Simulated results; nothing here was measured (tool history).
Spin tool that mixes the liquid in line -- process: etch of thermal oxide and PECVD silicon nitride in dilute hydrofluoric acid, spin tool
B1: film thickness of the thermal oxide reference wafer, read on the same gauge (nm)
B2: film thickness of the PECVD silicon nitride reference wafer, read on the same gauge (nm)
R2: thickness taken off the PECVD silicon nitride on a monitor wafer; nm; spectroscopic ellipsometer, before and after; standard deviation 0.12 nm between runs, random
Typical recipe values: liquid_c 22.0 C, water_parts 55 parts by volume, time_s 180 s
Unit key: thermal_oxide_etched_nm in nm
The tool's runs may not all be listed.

Run 1, hour 0.0: usual settings but water_parts 35 parts by volume, time_s 95 s; B1 150.01; B2 40.04. Result: thermal_oxide_etched_nm 12.06 nm, R2 11.04 nm.
Run 2, hour 28.9: usual settings; B1 150.00; B2 40.01. Result: thermal_oxide_etched_nm 14.38 nm, R2 13.52 nm.
Run 3, hour 56.3: usual settings; B1 150.01; B2 40.00. Result: thermal_oxide_etched_nm 14.17 nm, R2 13.40 nm.
Run 4, hour 78.4: usual settings but water_parts 40 parts by volume, time_s 270 s; B1 149.98; B2 40.04. Result: thermal_oxide_etched_nm 29.94 nm, R2 27.48 nm.
Run 5, hour 103.1: usual settings; B1 150.00; B2 40.02. Result: thermal_oxide_etched_nm 14.39 nm, R2 13.38 nm.
Run 6, hour 122.1: usual settings but liquid_c 24.5 C, time_s 260 s; B1 149.98; B2 40.01. Result: thermal_oxide_etched_nm 22.62 nm, R2 22.89 nm.
Run 7, hour 141.6: usual settings but liquid_c 17.5 C, water_parts 65 parts by volume; B1 150.01; B2 40.00. Result: thermal_oxide_etched_nm 9.79 nm, R2 8.32 nm.
Run 8, hour 155.1: usual settings but liquid_c 24.5 C, water_parts 80 parts by volume; B1 150.01; B2 40.03. Result: thermal_oxide_etched_nm 10.60 nm, R2 10.99 nm.
Run 9, hour 177.7: usual settings but liquid_c 19.0 C, water_parts 30 parts by volume, time_s 270 s; B1 149.99; B2 40.01. Result: thermal_oxide_etched_nm 35.17 nm, R2 29.21 nm.
Run 10, hour 189.7: usual settings but time_s 130 s; B1 149.99; B2 40.05. Result: thermal_oxide_etched_nm 10.36 nm, R2 9.74 nm.
Run 11, hour 239.1: usual settings but liquid_c 23.5 C, water_parts 65 parts by volume; B1 149.98; B2 40.02. Result: thermal_oxide_etched_nm 12.54 nm, R2 12.67 nm.
Run 12, hour 259.5: usual settings but liquid_c 17.5 C, water_parts 45 parts by volume, time_s 285 s; B1 150.00; B2 40.00. Result: thermal_oxide_etched_nm 23.01 nm, R2 18.60 nm.
Run 13, hour 280.5: usual settings but liquid_c 19.5 C; B1 150.02; B2 40.01. Result: thermal_oxide_etched_nm 12.63 nm, R2 11.25 nm.
Run 14, hour 298.0: usual settings; B1 150.00; B2 39.98. Result: thermal_oxide_etched_nm 14.03 nm, R2 13.08 nm.
Run 15, hour 321.3: usual settings but liquid_c 26.0 C, water_parts 35 parts by volume; B1 149.99; B2 40.03. Result: thermal_oxide_etched_nm 26.59 nm, R2 27.06 nm.
Run 16, hour 352.9: usual settings but water_parts 45 parts by volume, time_s 250 s; B1 150.02; B2 39.97. Result: thermal_oxide_etched_nm 23.96 nm, R2 22.40 nm.
Run 17, hour 382.8: usual settings but liquid_c 26.0 C, time_s 270 s; B1 150.02; B2 39.94. Result: thermal_oxide_etched_nm 24.66 nm, R2 25.74 nm.
Run 18, hour 414.2: usual settings but liquid_c 26.5 C, time_s 225 s; B1 150.00; B2 39.94. Result: thermal_oxide_etched_nm 20.75 nm, R2 22.18 nm.
Run 19, hour 426.7: usual settings but liquid_c 24.5 C, water_parts 40 parts by volume; B1 150.00; B2 39.98. Result: thermal_oxide_etched_nm 21.41 nm, R2 21.18 nm.
Run 20, hour 450.2: usual settings but liquid_c 18.5 C, water_parts 75 parts by volume, time_s 145 s; B1 149.98; B2 40.02. Result: thermal_oxide_etched_nm 6.88 nm, R2 6.12 nm.
Run 21, hour 470.8: usual settings but liquid_c 23.5 C; B1 150.02; B2 40.03. Result: thermal_oxide_etched_nm 14.99 nm, R2 14.50 nm.
Run 22, hour 498.5: usual settings but water_parts 70 parts by volume; B1 150.01; B2 40.03. Result: thermal_oxide_etched_nm 10.64 nm, R2 10.37 nm.
Run 23, hour 511.8: usual settings; B1 150.00; B2 40.00. Result: thermal_oxide_etched_nm 14.00 nm, R2 13.11 nm.
Run 24, hour 533.6: usual settings but liquid_c 26.5 C, time_s 120 s; B1 150.00; B2 40.07. Result: thermal_oxide_etched_nm 11.18 nm, R2 11.68 nm.
Run 25, hour 548.7: usual settings but liquid_c 18.5 C, water_parts 40 parts by volume; B1 150.00; B2 39.98. Result: thermal_oxide_etched_nm 16.75 nm, R2 13.92 nm.

Each row is a separate what-if for the run after 25, all from the same tool condition, not one after another. Results?
Run A, hour 549.2: usual settings; B1 ?; B2 ?. Result: thermal_oxide_etched_nm ?, R2 ?.
Run B, hour 549.2: usual settings but liquid_c 25.5 C, water_parts 35 parts by volume; B1 ?; B2 ?. Result: thermal_oxide_etched_nm ?, R2 ?.
Run C, hour 549.2: usual settings but liquid_c 24.5 C, water_parts 25 parts by volume, time_s 210 s; B1 ?; B2 ?. Result: thermal_oxide_etched_nm ?, R2 ?.
Run D, hour 549.2: usual settings but time_s 90 s; B1 ?; B2 ?. Result: thermal_oxide_etched_nm ?, R2 ?.
Run E, hour 549.2: usual settings but liquid_c 18.0 C; B1 ?; B2 ?. Result: thermal_oxide_etched_nm ?, R2 ?.

run      B1     B2  thermal_oxide_etched_nm     R2
  A  149.99  40.02                    13.85  13.02
  B  149.99  40.02                    25.85  25.66
  C  149.99  40.02                    41.05  38.72
  D  149.99  40.02                     6.93   6.51
  E  149.99  40.02                    11.69   9.85
Take away the tool's hidden state, keep each run's random variation, and the runs would have read:
run  thermal_oxide_etched_nm     R2
  A                    14.25  13.63
  B                    26.58  26.85
  C                    42.22  40.54
  D                     7.12   6.81
  E                    12.03  10.33

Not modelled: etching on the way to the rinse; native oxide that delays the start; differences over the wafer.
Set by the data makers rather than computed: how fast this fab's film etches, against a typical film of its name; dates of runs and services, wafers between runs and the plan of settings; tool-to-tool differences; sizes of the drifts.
